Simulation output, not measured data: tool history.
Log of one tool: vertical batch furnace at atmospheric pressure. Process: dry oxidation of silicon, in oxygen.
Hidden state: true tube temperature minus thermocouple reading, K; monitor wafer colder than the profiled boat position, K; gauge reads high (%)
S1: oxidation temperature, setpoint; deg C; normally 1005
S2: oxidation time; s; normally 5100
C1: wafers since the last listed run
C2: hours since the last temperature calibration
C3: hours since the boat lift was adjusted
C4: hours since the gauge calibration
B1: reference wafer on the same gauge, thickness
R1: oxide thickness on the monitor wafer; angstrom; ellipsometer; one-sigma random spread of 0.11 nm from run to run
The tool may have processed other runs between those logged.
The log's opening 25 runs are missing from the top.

run	hour	S1	S2	C1	C2	C3	C4	B1	R1
# hour 652.7: boat lift adjusted
26	653.2	988	4350	131	219.6	0.5	368.1	76.41	502.7
27	658.6	997	6030	76	225	5.9	373.5	76.35	687.8
28	681.8	1005	5100	330	248.2	29.1	396.7	76.35	661.1
29	693.9	1005	5100	172	260.3	41.2	408.8	76.42	661
30	717	1027	4290	329	283.4	64.3	431.9	76.41	723.2
31	745.3	990	5100	403	311.7	92.6	460.2	76.44	570.1
32	772.1	1015	3180	381	338.5	119.4	487	76.4	533.1
33	802.3	1026	7350	430	368.7	149.6	517.2	76.4	1025
34	832.9	981	3600	435	399.3	180.2	547.8	76.43	415.9

Each row is a separate what-if for the run after 34, all from the same tool condition, not one after another. Results?
A	838.4	1005	6510	78	404.8	185.7	553.3	?	?
B	838.4	1016	5100	78	404.8	185.7	553.3	?	?
C	838.4	1020	6210	78	404.8	185.7	553.3	?	?

run	B1	R1
A	76.44	779.3
B	76.44	732.4
C	76.44	867
Without the tool's hidden state the same runs would have given:
run	R1
A	772.3
B	725.9
C	859.6
